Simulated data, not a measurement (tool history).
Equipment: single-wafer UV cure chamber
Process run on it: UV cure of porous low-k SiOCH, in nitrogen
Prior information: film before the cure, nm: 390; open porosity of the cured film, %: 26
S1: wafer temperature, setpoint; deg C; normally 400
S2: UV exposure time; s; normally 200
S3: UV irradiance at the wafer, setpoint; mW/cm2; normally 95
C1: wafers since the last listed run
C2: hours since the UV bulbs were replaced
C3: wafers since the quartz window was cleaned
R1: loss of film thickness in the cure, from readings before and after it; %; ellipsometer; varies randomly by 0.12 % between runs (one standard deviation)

{"run": 1, "hour": 0.0, "S1": 400, "S2": 200, "S3": 95, "C1": 0, "C2": 2116.2, "C3": 1539, "R1": 9.384}
{"run": 2, "hour": 37.3, "S1": 387, "S2": 200, "S3": 95, "C1": 357, "C2": 2153.5, "C3": 1896, "R1": 9.012}
{"hour": 53.5, "done": "quartz window cleaned"}
{"run": 3, "hour": 63.6, "S1": 387, "S2": 200, "S3": 95, "C1": 175, "C2": 2179.8, "C3": 96, "R1": 9.502}
{"run": 4, "hour": 109.0, "S1": 400, "S2": 200, "S3": 95, "C1": 434, "C2": 2225.2, "C3": 531, "R1": 9.449}
{"run": 5, "hour": 143.1, "S1": 400, "S2": 200, "S3": 95, "C1": 326, "C2": 2259.3, "C3": 857, "R1": 9.339}
{"run": 6, "hour": 189.2, "S1": 391, "S2": 200, "S3": 95, "C1": 441, "C2": 2305.4, "C3": 1298, "R1": 8.8}
{"hour": 223.3, "done": "UV bulbs replaced"}
{"run": 7, "hour": 246.2, "S1": 393, "S2": 200, "S3": 95, "C1": 469, "C2": 22.9, "C3": 1767, "R1": 10.46}
{"hour": 263.5, "done": "quartz window cleaned"}
{"run": 8, "hour": 278.0, "S1": 393, "S2": 200, "S3": 95, "C1": 227, "C2": 54.7, "C3": 138, "R1": 11.316}
{"run": 9, "hour": 339.5, "S1": 413, "S2": 200, "S3": 95, "C1": 588, "C2": 116.2, "C3": 727, "R1": 11.344}
{"run": 10, "hour": 375.8, "S1": 387, "S2": 100, "S3": 77, "C1": 347, "C2": 152.5, "C3": 1074, "R1": 6.699}
{"run": 11, "hour": 416.7, "S1": 415, "S2": 200, "S3": 95, "C1": 391, "C2": 193.4, "C3": 1465, "R1": 11.112}
{"hour": 466.8, "done": "quartz window cleaned"}
{"run": 12, "hour": 467.3, "S1": 393, "S2": 100, "S3": 74, "C1": 407, "C2": 244.0, "C3": 4, "R1": 6.925}
{"run": 13, "hour": 503.6, "S1": 386, "S2": 320, "S3": 69, "C1": 347, "C2": 280.3, "C3": 351, "R1": 11.652}
{"run": 14, "hour": 539.9, "S1": 413, "S2": 200, "S3": 120, "C1": 347, "C2": 316.6, "C3": 699, "R1": 12.236}
{"run": 15, "hour": 597.5, "S1": 400, "S2": 200, "S3": 80, "C1": 551, "C2": 374.2, "C3": 1250, "R1": 10.131}
{"run": 16, "hour": 625.6, "S1": 414, "S2": 200, "S3": 65, "C1": 268, "C2": 402.3, "C3": 1519, "R1": 9.287}
{"hour": 677.3, "done": "quartz window cleaned"}
{"run": 17, "hour": 682.6, "S1": 400, "S2": 200, "S3": 95, "C1": 469, "C2": 459.3, "C3": 51, "R1": 11.071}

What if the next run were any one of these 5? Each begins from the tool's condition after run 17:
{"run": "A", "hour": 683.1, "S1": 400, "S2": 200, "S3": 95, "C1": 4, "C2": 459.8, "C3": 55, "R1": "?"}
{"run": "B", "hour": 683.1, "S1": 392, "S2": 95, "S3": 71, "C1": 4, "C2": 459.8, "C3": 55, "R1": "?"}
{"run": "C", "hour": 683.1, "S1": 394, "S2": 100, "S3": 84, "C1": 4, "C2": 459.8, "C3": 55, "R1": "?"}
{"run": "D", "hour": 683.1, "S1": 400, "S2": 155, "S3": 117, "C1": 4, "C2": 459.8, "C3": 55, "R1": "?"}
{"run": "E", "hour": 683.1, "S1": 391, "S2": 140, "S3": 95, "C1": 4, "C2": 459.8, "C3": 55, "R1": "?"}

run=A R1=11.358
run=B R1=6.547
run=C R1=7.514
run=D R1=11.137
run=E R1=9.524
Take away the tool's hidden state, keep each run's random variation, and the runs would have read:
run=A R1=11.920
run=B R1=7.041
run=C R1=8.030
run=D R1=11.696
run=E R1=10.067
